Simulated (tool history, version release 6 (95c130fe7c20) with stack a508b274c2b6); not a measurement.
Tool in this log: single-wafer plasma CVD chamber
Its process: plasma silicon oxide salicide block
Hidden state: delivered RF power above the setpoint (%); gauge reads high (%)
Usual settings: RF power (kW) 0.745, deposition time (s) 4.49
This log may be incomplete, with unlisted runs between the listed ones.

run     day  RF power (kW)  deposition time (s)  wafers since the last listed run  hours since the last RF generator calibration  hours since the showerhead was replaced  hours since the gauge calibration  read-back reference wafer on the same gauge, thickness_nm  mean film thickness on the monitor wafer (angstrom)
  1   0.000          0.745                 4.49                                 0                                         1847.5                                   4185.5                              603.8                                                     40.320                                               413.19
  2   1.092          0.745                 4.49                               748                                         1873.7                                   4211.7                              630.0                                                     40.314                                               413.45
  3   1.742          0.745                 4.49                               445                                         1889.3                                   4227.3                              645.6                                                     40.297                                               414.06
  4   2.858          0.635                 4.49                               765                                         1916.1                                   4254.1                              672.4                                                     40.308                                               404.58
  5   3.596          0.745                 4.49                               505                                         1933.8                                   4271.8                              690.1                                                     40.306                                               413.67
  6   4.829          0.745                 4.49                               845                                         1963.4                                   4301.4                              719.7                                                     40.318                                               414.05
  7   6.008          0.745                 4.49                               808                                         1991.7                                   4329.7                              748.0                                                     40.297                                               413.73
  8   6.983          0.745                 4.49                               668                                         2015.1                                   4353.1                              771.4                                                     40.302                                               413.60
  9   7.979          0.675                 4.28                               682                                         2039.0                                   4377.0                              795.3                                                     40.282                                               389.72
 10   9.367          0.675                 4.28                               951                                         2072.3                                   4410.3                              828.6                                                     40.288                                               388.51
 11  10.346          0.745                 4.01                               671                                         2095.8                                   4433.8                              852.1                                                     40.289                                               370.73
 12  11.612          0.745                 4.01                               868                                         2126.2                                   4464.2                              882.5                                                     40.310                                               369.80
 13  13.067          0.745                 3.80                               996                                         2161.1                                   4499.1                              917.4                                                     40.310                                               350.22
 14  14.050          0.745                 3.80                               674                                         2184.7                                   4522.7                              941.0                                                     40.318                                               349.63
 15  15.388          0.745                 3.80                               916                                         2216.8                                   4554.8                              973.1                                                     40.326                                               350.80
 16  16.212          0.745                 4.49                               565                                         2236.6                                   4574.6                              992.9                                                     40.291                                               413.04
 17  16.746          0.745                 4.49                               365                                         2249.4                                   4587.4                             1005.7                                                     40.275                                               413.52
 18  17.921          0.745                 4.49                               805                                         2277.6                                   4615.6                             1033.9                                                     40.316                                               413.56
 19  19.233          0.745                 3.85                               899                                         2309.1                                   4647.1                             1065.4                                                     40.311                                               354.13
 20  20.712          0.790                 5.14                              1014                                         2344.6                                   4682.6                             1100.9                                                     40.339                                               478.03
 21  21.938          0.820                 5.01                               839                                         2374.0                                   4712.0                             1130.3                                                     40.308                                               467.42
 22  22.825          0.660                 3.70                               608                                         2395.3                                   4733.3                             1151.6                                                     40.315                                               333.77
     23.017  -- gauge calibrated
 23  24.704          0.810                 5.20                              1288                                         2440.4                                   4778.4                               40.5                                                     40.295                                               484.94
 24  26.058          0.705                 4.49                               928                                         2472.9                                   4810.9                               73.0                                                     40.288                                               409.87
 25  26.708          0.800                 4.49                               445                                         2488.5                                   4826.5                               88.6                                                     40.299                                               417.57
     28.208  -- RF generator calibrated
 26  28.229          0.865                 5.33                               814                                            0.5                                   4863.0                              125.1                                                     40.320                                               499.34
     29.300  -- showerhead replaced
 27  29.321          0.660                 4.49                               519                                           26.7                                      0.5                              151.3                                                     40.297                                               403.40
 28  30.121          0.600                 4.49                               548                                           45.9                                     19.7                              170.5                                                     40.332                                               398.94
 29  31.529          0.745                 4.49                               965                                           79.7                                     53.5                              204.3                                                     40.313                                               410.78
 30  32.596          0.830                 4.26                               731                                          105.3                                     79.1                              229.9                                                     40.301                                               395.41
 31  33.208          0.810                 4.24                               419                                          120.0                                     93.8                              244.6                                                     40.313                                               392.99
     34.800  -- RF generator calibrated, repeated, since the last time left the tool worse
 32  37.421          0.745                 4.49                              2659                                           62.9                                    194.9                              345.7                                                     40.296                                               417.45
 33  38.458          0.595                 4.13                               711                                           87.8                                    219.8                              370.6                                                     40.312                                               371.16
 34  39.292          0.745                 4.87                               571                                          107.8                                    239.8                              390.6                                                     40.325                                               451.27
 35  39.888          0.865                 5.33                               408                                          122.1                                    254.1                              404.9                                                     40.328                                               505.05
 36  41.100          0.745                 4.49                               831                                          151.2                                    283.2                              434.0                                                     40.292                                               415.21
 37  42.175          0.745                 3.75                               736                                          177.0                                    309.0                              459.8                                                     40.293                                               348.09
 38  43.675          0.835                 4.49                              1028                                          213.0                                    345.0                              495.8                                                     40.273                                               423.17
 39  45.208          0.840                 4.49                              1051                                          249.8                                    381.8                              532.6                                                     40.301                                               423.91

Below are 5 alternative next runs, each starting from the tool's condition after run 39. Predict each:
  A  45.225          0.815                 4.49                                11                                          250.2                                    382.2                              533.0                                                          ?                                                    ?
  B  45.225          0.745                 4.06                                11                                          250.2                                    382.2                              533.0                                                          ?                                                    ?
  C  45.225          0.635                 5.36                                11                                          250.2                                    382.2                              533.0                                                          ?                                                    ?
  D  45.225          0.685                 4.76                                11                                          250.2                                    382.2                              533.0                                                          ?                                                    ?
  E  45.225          0.635                 5.08                                11                                          250.2                                    382.2                              533.0                                                          ?                                                    ?

run  read-back reference wafer on the same gauge, thickness_nm  mean film thickness on the monitor wafer (angstrom)
  A                                                     40.311                                               421.33
  B                                                     40.311                                               375.77
  C                                                     40.311                                               484.81
  D                                                     40.311                                               435.16
  E                                                     40.311                                               459.48
Stripped of hidden state, with their random variation kept, the same runs would have yielded:
run  mean film thickness on the monitor wafer (angstrom)
  A                                               422.33
  B                                               376.66
  C                                               485.95
  D                                               436.19
  E                                               460.57

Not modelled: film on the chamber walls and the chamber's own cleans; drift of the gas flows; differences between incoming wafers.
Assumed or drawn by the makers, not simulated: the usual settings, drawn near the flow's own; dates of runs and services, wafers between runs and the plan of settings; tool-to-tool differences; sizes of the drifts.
